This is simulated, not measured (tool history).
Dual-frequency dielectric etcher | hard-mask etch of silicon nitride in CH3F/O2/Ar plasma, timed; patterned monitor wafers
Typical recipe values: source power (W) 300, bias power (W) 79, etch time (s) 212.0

run   hour  source power (W)  bias power (W)  etch time (s)  wafers since the last listed run  hours since the last wet clean  hours since the last source power generator calibration  hours since the last bias power generator calibration  hours since the last upper electrode change  hours since the gauge calibration  read-back reference wafer on the same gauge, depth_nm  mean etch depth across the wafer (nm)
  1    0.0               300              88          212.0                                 0                           184.8                                                   4324.2                                                 3538.6                                       3042.1                              197.8                                                  171.0                                  148.2
  2   22.1               300              88          212.0                               210                           206.9                                                   4346.3                                                 3560.7                                       3064.2                              219.9                                                  171.0                                  147.8
  3   42.3               300              79          212.0                               192                           227.1                                                   4366.5                                                 3580.9                                       3084.4                              240.1                                                  171.0                                  142.0
  4   75.6               300              79          212.0                               317                           260.4                                                   4399.8                                                 3614.2                                       3117.7                              273.4                                                  171.0                                  141.8
  5   93.7               300              79          212.0                               172                           278.5                                                   4417.9                                                 3632.3                                       3135.8                              291.5                                                  171.1                                  141.7
  6  109.0               300              79          184.5                               145                           293.8                                                   4433.2                                                 3647.6                                       3151.1                              306.8                                                  171.1                                  123.0
  7  133.7               300              79          212.0                               235                           318.5                                                   4457.9                                                 3672.3                                       3175.8                              331.5                                                  171.0                                  141.6
  8  155.7               300              79          212.0                               209                           340.5                                                   4479.9                                                 3694.3                                       3197.8                              353.5                                                  171.1                                  141.5
  9  184.4               300              90          212.0                               273                           369.2                                                   4508.6                                                 3723.0                                       3226.5                              382.2                                                  171.0                                  148.9
     186.5  -- gauge calibrated
     192.9  -- source power generator calibrated
 10  219.6               300              90          212.0                               297                           404.4                                                     26.7                                                 3758.2                                       3261.7                               33.1                                                  170.9                                  148.4
 11  232.6               300              90          212.0                               124                           417.4                                                     39.7                                                 3771.2                                       3274.7                               46.1                                                  171.1                                  148.4
 12  253.7               330              79          212.0                               201                           438.5                                                     60.8                                                 3792.3                                       3295.8                               67.2                                                  171.1                                  145.2
 13  271.3               300              79          212.0                               167                           456.1                                                     78.4                                                 3809.9                                       3313.4                               84.8                                                  171.0                                  141.3
     295.5  -- bias power generator calibrated
 14  305.2               270              84          232.5                               285                           490.0                                                    112.3                                                    9.7                                       3347.3                              118.7                                                  171.0                                  153.5
 15  321.5               300              79          212.0                               155                           506.3                                                    128.6                                                   26.0                                       3363.6                              135.0                                                  170.9                                  140.8
     359.6  -- wet clean of the chamber
 16  360.1               380              85          243.0                               139                             0.5                                                    167.2                                                   64.6                                       3402.2                              173.6                                                  170.9                                  179.9
     385.5  -- upper electrode replaced
 17  390.8               300              79          264.0                                63                            31.2                                                    197.9                                                   95.3                                          5.3                              204.3                                                  171.0                                  177.8

Run 18, settings as shown, results not yet in. Your forecast:
 18  411.4               300              79          212.0                               196                            51.8                                                    218.5                                                  115.9                                         25.9                              224.9                                                      ?                                      ?

Logged for run 18: read-back reference wafer on the same gauge, depth_nm 171.1, mean etch depth across the wafer (nm) 142.9.
With the hidden condition absent and the run-to-run variation left alone, this run would have shown mean etch depth across the wafer (nm) 143.0.

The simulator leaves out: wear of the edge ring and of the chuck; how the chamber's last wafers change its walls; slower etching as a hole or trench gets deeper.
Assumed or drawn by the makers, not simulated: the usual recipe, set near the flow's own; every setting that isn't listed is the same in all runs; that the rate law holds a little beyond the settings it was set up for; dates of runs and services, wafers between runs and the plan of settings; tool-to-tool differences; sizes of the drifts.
